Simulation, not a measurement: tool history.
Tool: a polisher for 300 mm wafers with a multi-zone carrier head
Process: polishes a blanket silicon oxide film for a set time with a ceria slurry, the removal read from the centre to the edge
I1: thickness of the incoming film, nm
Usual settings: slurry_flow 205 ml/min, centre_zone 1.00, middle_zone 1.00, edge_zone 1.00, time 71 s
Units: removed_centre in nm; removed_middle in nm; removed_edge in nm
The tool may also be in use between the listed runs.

{"run": 1, "hour": 0.0, "slurry_flow": 205, "centre_zone": 1.0, "middle_zone": 1.0, "edge_zone": 0.92, "time": 71, "I1": 1030.7, "removed_centre": 379.7, "removed_middle": 392.8, "removed_edge": 359.7}
{"run": 2, "hour": 19.5, "slurry_flow": 205, "centre_zone": 1.0, "middle_zone": 1.05, "edge_zone": 1.0, "time": 71, "I1": 1028.8, "removed_centre": 417.3, "removed_middle": 441.4, "removed_edge": 416.9}
{"run": 3, "hour": 47.4, "slurry_flow": 205, "centre_zone": 1.0, "middle_zone": 1.05, "edge_zone": 1.0, "time": 71, "I1": 1035.8, "removed_centre": 407.8, "removed_middle": 434.3, "removed_edge": 408.2}
{"run": 4, "hour": 61.2, "slurry_flow": 205, "centre_zone": 1.0, "middle_zone": 1.0, "edge_zone": 1.0, "time": 71, "I1": 1041.4, "removed_centre": 393.9, "removed_middle": 411.9, "removed_edge": 407.0}
{"run": 5, "hour": 75.2, "slurry_flow": 205, "centre_zone": 1.0, "middle_zone": 1.0, "edge_zone": 1.0, "time": 71, "I1": 1029.6, "removed_centre": 397.1, "removed_middle": 415.1, "removed_edge": 396.8}
{"run": 6, "hour": 104.2, "slurry_flow": 205, "centre_zone": 1.0, "middle_zone": 1.0, "edge_zone": 1.07, "time": 49, "I1": 1022.7, "removed_centre": 265.3, "removed_middle": 273.9, "removed_edge": 280.9}
{"run": 7, "hour": 122.7, "slurry_flow": 205, "centre_zone": 1.0, "middle_zone": 1.0, "edge_zone": 0.93, "time": 71, "I1": 1009.3, "removed_centre": 379.0, "removed_middle": 387.9, "removed_edge": 379.4}
{"run": 8, "hour": 138.0, "slurry_flow": 205, "centre_zone": 1.0, "middle_zone": 0.97, "edge_zone": 1.0, "time": 71, "I1": 1037.5, "removed_centre": 374.4, "removed_middle": 380.3, "removed_edge": 384.5}
{"run": 9, "hour": 174.5, "slurry_flow": 205, "centre_zone": 1.05, "middle_zone": 1.0, "edge_zone": 1.0, "time": 71, "I1": 1001.3, "removed_centre": 427.7, "removed_middle": 417.0, "removed_edge": 411.4}
{"run": 10, "hour": 184.7, "slurry_flow": 205, "centre_zone": 1.0, "middle_zone": 1.0, "edge_zone": 1.0, "time": 71, "I1": 1019.0, "removed_centre": 400.1, "removed_middle": 414.3, "removed_edge": 407.7}
{"run": 11, "hour": 200.7, "slurry_flow": 205, "centre_zone": 1.05, "middle_zone": 0.9, "edge_zone": 1.0, "time": 71, "I1": 1006.2, "removed_centre": 415.4, "removed_middle": 369.8, "removed_edge": 398.6}
{"run": 12, "hour": 228.7, "slurry_flow": 165, "centre_zone": 1.0, "middle_zone": 1.0, "edge_zone": 1.0, "time": 71, "I1": 1006.8, "removed_centre": 372.0, "removed_middle": 387.8, "removed_edge": 388.5}
{"run": 13, "hour": 258.9, "slurry_flow": 205, "centre_zone": 1.0, "middle_zone": 1.0, "edge_zone": 1.0, "time": 71, "I1": 1011.5, "removed_centre": 377.2, "removed_middle": 395.0, "removed_edge": 382.6}
{"run": 14, "hour": 280.6, "slurry_flow": 205, "centre_zone": 1.0, "middle_zone": 0.9, "edge_zone": 1.1, "time": 51, "I1": 1011.7, "removed_centre": 263.3, "removed_middle": 256.9, "removed_edge": 288.5}
{"run": 15, "hour": 297.1, "slurry_flow": 205, "centre_zone": 0.91, "middle_zone": 0.88, "edge_zone": 0.93, "time": 71, "I1": 1028.2, "removed_centre": 333.7, "removed_middle": 339.6, "removed_edge": 357.0}
{"run": 16, "hour": 326.8, "slurry_flow": 205, "centre_zone": 1.0, "middle_zone": 1.0, "edge_zone": 1.0, "time": 71, "I1": 1012.9, "removed_centre": 358.0, "removed_middle": 376.9, "removed_edge": 375.0}
{"run": 17, "hour": 354.5, "slurry_flow": 205, "centre_zone": 1.0, "middle_zone": 0.92, "edge_zone": 1.0, "time": 71, "I1": 1037.3, "removed_centre": 394.6, "removed_middle": 383.1, "removed_edge": 407.3}
{"run": 18, "hour": 367.0, "slurry_flow": 205, "centre_zone": 1.0, "middle_zone": 1.03, "edge_zone": 1.0, "time": 71, "I1": 1030.4, "removed_centre": 384.1, "removed_middle": 417.1, "removed_edge": 401.0}
{"run": 19, "hour": 387.8, "slurry_flow": 140, "centre_zone": 0.9, "middle_zone": 1.0, "edge_zone": 1.0, "time": 71, "I1": 1028.4, "removed_centre": 313.9, "removed_middle": 370.1, "removed_edge": 378.4}
{"run": 20, "hour": 400.1, "slurry_flow": 160, "centre_zone": 1.08, "middle_zone": 1.0, "edge_zone": 1.0, "time": 87, "I1": 1018.8, "removed_centre": 474.2, "removed_middle": 458.0, "removed_edge": 472.7}
{"run": 21, "hour": 417.1, "slurry_flow": 170, "centre_zone": 0.89, "middle_zone": 0.89, "edge_zone": 1.07, "time": 71, "I1": 1032.6, "removed_centre": 320.1, "removed_middle": 341.7, "removed_edge": 390.6}

Not shown: 5 entries that the log had between the listed runs. Between which runs, and how does the tool's hidden state differ before and after?
Between runs 1 and 2: worn pad replaced by a new one (hour 8.0)
  removal rate lost through wear of the pad, %: 9.52 -> 0.956; slurry flow missing at the pad, %: 6.9 -> 9.29
  measured less the result without the state, removed_centre: -44.4 -> -10.2 nm; removed_middle: -45.4 -> -10.0 nm; removed_edge: -40.6 -> -8.0 nm
Between runs 2 and 3: edge zone pressure recalibrated (hour 41.0)
  removal rate lost through wear of the pad, %: 0.956 -> 2.65; slurry flow missing at the pad, %: 9.29 -> 12.4
  measured less the result without the state, removed_centre: -10.2 -> -19.6 nm; removed_middle: -10.0 -> -19.9 nm; removed_edge: -8.0 -> -16.7 nm
Between runs 8 and 9: worn pad replaced by a new one (hour 174.0)
  removal rate lost through wear of the pad, %: 8.17 -> 0.36; slurry flow missing at the pad, %: 20.9 -> 23.6
  measured less the result without the state, removed_centre: -48.5 -> -20.1 nm; removed_middle: -47.5 -> -17.7 nm; removed_edge: -44.4 -> -13.2 nm
Between runs 11 and 12: centre zone pressure recalibrated (hour 217.7)
  removal rate lost through wear of the pad, %: 1.95 -> 3.66; slurry flow missing at the pad, %: 25.3 -> 27
  measured less the result without the state, removed_centre: -28.5 -> -38.7 nm; removed_middle: -23.4 -> -37.3 nm; removed_edge: -20.5 -> -30.8 nm
Between runs 16 and 17: worn pad replaced by a new one (hour 349.2)
  removal rate lost through wear of the pad, %: 9.63 -> 0.832; slurry flow missing at the pad, %: 31.9 -> 33
  measured less the result without the state, removed_centre: -64.1 -> -30.7 nm; removed_middle: -64.6 -> -26.9 nm; removed_edge: -57.5 -> -21.7 nm
